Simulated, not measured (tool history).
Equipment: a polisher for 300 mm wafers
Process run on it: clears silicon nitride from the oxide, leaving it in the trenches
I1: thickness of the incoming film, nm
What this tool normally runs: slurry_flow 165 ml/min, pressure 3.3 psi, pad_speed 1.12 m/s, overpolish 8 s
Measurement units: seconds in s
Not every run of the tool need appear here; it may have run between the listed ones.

Run 1, hour 0.0: usual settings; I1 80.2. Result: seconds 82.0 s.
At hour 32.5: worn pad replaced by a new one.
Run 2, hour 51.9: usual settings; I1 79.6. Result: seconds 79.7 s.
Run 3, hour 114.6: usual settings; I1 81.9. Result: seconds 87.7 s.
Run 4, hour 175.8: usual settings; I1 81.2. Result: seconds 88.5 s.
At hour 188.9: worn pad replaced by a new one.
Run 5, hour 246.9: usual settings; I1 78.4. Result: seconds 87.1 s.
Run 6, hour 292.3: usual settings but pressure 3.0 psi; I1 80.6. Result: seconds 99.9 s.
At hour 301.3: slurry nozzle cleaned.
Run 7, hour 326.8: usual settings but pressure 3.0 psi; I1 80.7. Result: seconds 87.0 s.
Run 8, hour 351.5: usual settings but overpolish 9 s; I1 80.8. Result: seconds 80.6 s.
At hour 363.8: worn pad replaced by a new one.
Run 9, hour 394.1: usual settings but slurry_flow 145 ml/min, pad_speed 1.40 m/s; I1 80.8. Result: seconds 68.4 s.
Run 10, hour 446.0: usual settings but pad_speed 1.50 m/s; I1 79.5. Result: seconds 64.0 s.
Run 11, hour 513.1: usual settings but pressure 2.7 psi, overpolish 5 s; I1 79.5. Result: seconds 95.9 s.
At hour 533.6: worn pad replaced by a new one.
At hour 543.7: head pressure recalibrated.
Run 12, hour 560.6: usual settings but slurry_flow 135 ml/min, overpolish 4 s; I1 80.5. Result: seconds 81.1 s.
Run 13, hour 631.8: usual settings but overpolish 4 s; I1 79.8. Result: seconds 81.5 s.
Run 14, hour 659.5: usual settings; I1 78.8. Result: seconds 81.5 s.
At hour 667.7: worn pad replaced by a new one.
Run 15, hour 709.1: usual settings; I1 81.5. Result: seconds 79.3 s.
Run 16, hour 765.4: usual settings but slurry_flow 210 ml/min, pressure 2.5 psi; I1 79.9. Result: seconds 100.9 s.

Alternative continuations, all from the tool just after run 16; predict every row:
Run A, hour 765.8: usual settings but slurry_flow 135 ml/min; I1 79.8. Result: seconds ?.
Run B, hour 765.8: usual settings but pad_speed 1.46 m/s; I1 79.8. Result: seconds ?.
Run C, hour 765.8: usual settings but pressure 2.1 psi, overpolish 4 s; I1 79.8. Result: seconds ?.

run  seconds
  A     85.8
  B     67.7
  C    123.7
With no hidden state in the tool, these same runs would have given:
run  seconds
  A     75.9
  B     60.4
  C    110.4

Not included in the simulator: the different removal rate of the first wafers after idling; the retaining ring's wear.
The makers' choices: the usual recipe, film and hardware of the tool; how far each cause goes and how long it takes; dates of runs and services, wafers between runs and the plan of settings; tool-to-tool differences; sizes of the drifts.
